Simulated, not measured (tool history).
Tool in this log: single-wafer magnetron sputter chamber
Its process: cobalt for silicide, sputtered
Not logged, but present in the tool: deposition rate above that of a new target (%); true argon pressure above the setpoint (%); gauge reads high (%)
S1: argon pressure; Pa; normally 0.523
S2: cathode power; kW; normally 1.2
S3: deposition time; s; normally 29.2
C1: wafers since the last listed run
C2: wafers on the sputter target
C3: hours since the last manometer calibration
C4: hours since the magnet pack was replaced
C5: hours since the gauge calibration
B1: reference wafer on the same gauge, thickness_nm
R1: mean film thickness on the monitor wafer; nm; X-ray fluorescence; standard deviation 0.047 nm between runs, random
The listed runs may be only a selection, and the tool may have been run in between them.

{"run": 1, "hour": 0.0, "S1": 0.629, "S2": 1.4, "S3": 29.2, "C1": 0, "C2": 1936, "C3": 2071.3, "C4": 3976.9, "C5": 541.4, "B1": 14.399, "R1": 19.333}
{"run": 2, "hour": 56.0, "S1": 0.523, "S2": 1.2, "S3": 29.2, "C1": 1345, "C2": 3282, "C3": 2127.3, "C4": 4032.9, "C5": 597.4, "B1": 14.397, "R1": 17.15}
{"run": 3, "hour": 120.5, "S1": 0.523, "S2": 1.2, "S3": 29.2, "C1": 1549, "C2": 4831, "C3": 2191.8, "C4": 4097.4, "C5": 661.9, "B1": 14.4, "R1": 17.188}
{"run": 4, "hour": 157.6, "S1": 0.523, "S2": 1.2, "S3": 29.2, "C1": 891, "C2": 5723, "C3": 2228.9, "C4": 4134.5, "C5": 699, "B1": 14.394, "R1": 17.28}
{"run": 5, "hour": 226.9, "S1": 0.523, "S2": 1.2, "S3": 29.2, "C1": 1664, "C2": 7387, "C3": 2298.2, "C4": 4203.8, "C5": 768.3, "B1": 14.402, "R1": 17.148}
{"run": 6, "hour": 266.5, "S1": 0.523, "S2": 1.35, "S3": 29.2, "C1": 951, "C2": 8339, "C3": 2337.8, "C4": 4243.4, "C5": 807.9, "B1": 14.397, "R1": 19.28}
{"run": 7, "hour": 314.2, "S1": 0.523, "S2": 1.35, "S3": 29.2, "C1": 1145, "C2": 9485, "C3": 2385.5, "C4": 4291.1, "C5": 855.6, "B1": 14.399, "R1": 19.397}
{"hour": 345.2, "done": "sputter target and shields replaced"}
{"run": 8, "hour": 345.7, "S1": 0.523, "S2": 1.35, "S3": 29.2, "C1": 564, "C2": 11, "C3": 2417, "C4": 4322.6, "C5": 887.1, "B1": 14.405, "R1": 19.334}
{"run": 9, "hour": 371.6, "S1": 0.523, "S2": 1.2, "S3": 29.2, "C1": 622, "C2": 633, "C3": 2442.9, "C4": 4348.5, "C5": 913, "B1": 14.402, "R1": 17.181}
{"run": 10, "hour": 438.2, "S1": 0.523, "S2": 0.95, "S3": 29.2, "C1": 1600, "C2": 2233, "C3": 2509.5, "C4": 4415.1, "C5": 979.6, "B1": 14.393, "R1": 13.634}
{"hour": 460.1, "done": "magnet pack replaced"}
{"run": 11, "hour": 490.6, "S1": 0.523, "S2": 0.95, "S3": 29.2, "C1": 1066, "C2": 3300, "C3": 2561.9, "C4": 30.5, "C5": 1032, "B1": 14.4, "R1": 13.638}
{"run": 12, "hour": 559.2, "S1": 0.523, "S2": 0.95, "S3": 29.2, "C1": 1648, "C2": 4948, "C3": 2630.5, "C4": 99.1, "C5": 1100.6, "B1": 14.402, "R1": 13.631}
{"run": 13, "hour": 585.4, "S1": 0.685, "S2": 1, "S3": 32.2, "C1": 629, "C2": 5578, "C3": 2656.7, "C4": 125.3, "C5": 1126.8, "B1": 14.41, "R1": 14.905}
{"hour": 662.0, "done": "capacitance manometer re-zeroed and calibrated"}
{"run": 14, "hour": 681.7, "S1": 0.418, "S2": 1.5, "S3": 24.6, "C1": 2121, "C2": 7699, "C3": 19.7, "C4": 221.6, "C5": 1223.1, "B1": 14.404, "R1": 18.983}
{"hour": 755.5, "done": "sputter target and shields replaced"}
{"run": 15, "hour": 756.0, "S1": 0.523, "S2": 1.35, "S3": 35, "C1": 1592, "C2": 12, "C3": 94, "C4": 295.9, "C5": 1297.4, "B1": 14.39, "R1": 23.37}
{"run": 16, "hour": 795.1, "S1": 0.317, "S2": 0.9, "S3": 31.4, "C1": 939, "C2": 951, "C3": 133.1, "C4": 335, "C5": 1336.5, "B1": 14.406, "R1": 15.009}
{"run": 17, "hour": 819.4, "S1": 0.523, "S2": 1.2, "S3": 29.2, "C1": 583, "C2": 1535, "C3": 157.4, "C4": 359.3, "C5": 1360.8, "B1": 14.396, "R1": 17.279}
{"run": 18, "hour": 859.9, "S1": 0.523, "S2": 1.35, "S3": 35, "C1": 973, "C2": 2508, "C3": 197.9, "C4": 399.8, "C5": 1401.3, "B1": 14.409, "R1": 23.426}
{"hour": 904.3, "done": "gauge calibrated"}
{"run": 19, "hour": 915.4, "S1": 0.657, "S2": 1.45, "S3": 26.5, "C1": 1333, "C2": 3841, "C3": 253.4, "C4": 455.3, "C5": 11.1, "B1": 14.406, "R1": 18.094}
{"run": 20, "hour": 973.2, "S1": 0.523, "S2": 1.2, "S3": 29.2, "C1": 1388, "C2": 5230, "C3": 311.2, "C4": 513.1, "C5": 68.9, "B1": 14.406, "R1": 17.262}
{"run": 21, "hour": 1008.9, "S1": 0.523, "S2": 1.2, "S3": 29.2, "C1": 857, "C2": 6088, "C3": 346.9, "C4": 548.8, "C5": 104.6, "B1": 14.403, "R1": 17.215}
{"run": 22, "hour": 1091.7, "S1": 0.682, "S2": 1.4, "S3": 34.8, "C1": 1989, "C2": 8077, "C3": 429.7, "C4": 631.6, "C5": 187.4, "B1": 14.398, "R1": 22.684}
{"run": 23, "hour": 1142.2, "S1": 0.523, "S2": 1.2, "S3": 25.2, "C1": 1213, "C2": 9290, "C3": 480.2, "C4": 682.1, "C5": 237.9, "B1": 14.401, "R1": 14.821}
{"hour": 1176.6, "done": "sputter target and shields replaced"}
{"run": 24, "hour": 1193.3, "S1": 0.523, "S2": 0.95, "S3": 24.4, "C1": 1035, "C2": 402, "C3": 531.3, "C4": 733.2, "C5": 289, "B1": 14.395, "R1": 11.432}
{"run": 25, "hour": 1233.3, "S1": 0.669, "S2": 1.1, "S3": 31, "C1": 960, "C2": 1363, "C3": 571.3, "C4": 773.2, "C5": 329, "B1": 14.403, "R1": 15.879}
{"run": 26, "hour": 1290.0, "S1": 0.656, "S2": 1.2, "S3": 29.2, "C1": 1362, "C2": 2725, "C3": 628, "C4": 829.9, "C5": 385.7, "B1": 14.399, "R1": 16.417}
{"run": 27, "hour": 1345.0, "S1": 0.331, "S2": 1.05, "S3": 34.6, "C1": 1321, "C2": 4046, "C3": 683, "C4": 884.9, "C5": 440.7, "B1": 14.393, "R1": 19.204}
{"run": 28, "hour": 1406.7, "S1": 0.523, "S2": 1.2, "S3": 29.2, "C1": 1482, "C2": 5529, "C3": 744.7, "C4": 946.6, "C5": 502.4, "B1": 14.404, "R1": 17.223}
{"run": 29, "hour": 1434.5, "S1": 0.523, "S2": 1.2, "S3": 29.2, "C1": 667, "C2": 6197, "C3": 772.5, "C4": 974.4, "C5": 530.2, "B1": 14.402, "R1": 17.25}
{"run": 30, "hour": 1484.7, "S1": 0.629, "S2": 0.9, "S3": 33.6, "C1": 1206, "C2": 7403, "C3": 822.7, "C4": 1024.6, "C5": 580.4, "B1": 14.396, "R1": 14.282}
{"run": 31, "hour": 1531.1, "S1": 0.523, "S2": 1.2, "S3": 29.2, "C1": 1114, "C2": 8517, "C3": 869.1, "C4": 1071, "C5": 626.8, "B1": 14.402, "R1": 17.182}
{"run": 32, "hour": 1584.7, "S1": 0.391, "S2": 1.2, "S3": 27.3, "C1": 1287, "C2": 9805, "C3": 922.7, "C4": 1124.6, "C5": 680.4, "B1": 14.4, "R1": 16.926}
{"run": 33, "hour": 1637.7, "S1": 0.523, "S2": 1.2, "S3": 34.1, "C1": 1273, "C2": 11079, "C3": 975.7, "C4": 1177.6, "C5": 733.4, "B1": 14.402, "R1": 20.123}
{"hour": 1659.6, "done": "sputter target and shields replaced"}
{"run": 34, "hour": 1706.3, "S1": 0.523, "S2": 1.2, "S3": 29.2, "C1": 1455, "C2": 1121, "C3": 1044.3, "C4": 1246.2, "C5": 802, "B1": 14.398, "R1": 17.08}

Below are 5 alternative next runs, each starting from the tool's condition after run 34. Predict each:
{"run": "A", "hour": 1706.7, "S1": 0.523, "S2": 1.2, "S3": 31.9, "C1": 9, "C2": 1131, "C3": 1044.7, "C4": 1246.6, "C5": 802.4, "B1": "?", "R1": "?"}
{"run": "B", "hour": 1706.7, "S1": 0.378, "S2": 0.95, "S3": 23.6, "C1": 9, "C2": 1131, "C3": 1044.7, "C4": 1246.6, "C5": 802.4, "B1": "?", "R1": "?"}
{"run": "C", "hour": 1706.7, "S1": 0.523, "S2": 1.2, "S3": 26.2, "C1": 9, "C2": 1131, "C3": 1044.7, "C4": 1246.6, "C5": 802.4, "B1": "?", "R1": "?"}
{"run": "D", "hour": 1706.7, "S1": 0.372, "S2": 1.05, "S3": 27, "C1": 9, "C2": 1131, "C3": 1044.7, "C4": 1246.6, "C5": 802.4, "B1": "?", "R1": "?"}
{"run": "E", "hour": 1706.7, "S1": 0.64, "S2": 1.5, "S3": 26.1, "C1": 9, "C2": 1131, "C3": 1044.7, "C4": 1246.6, "C5": 802.4, "B1": "?", "R1": "?"}

run=A B1=14.4 R1=18.669
run=B B1=14.4 R1=11.545
run=C B1=14.4 R1=15.333
run=D B1=14.4 R1=14.632
run=E B1=14.4 R1=18.289
Without the tool's hidden state the same runs would have given:
run=A R1=19.051
run=B R1=11.713
run=C R1=15.647
run=D R1=14.841
run=E R1=18.748
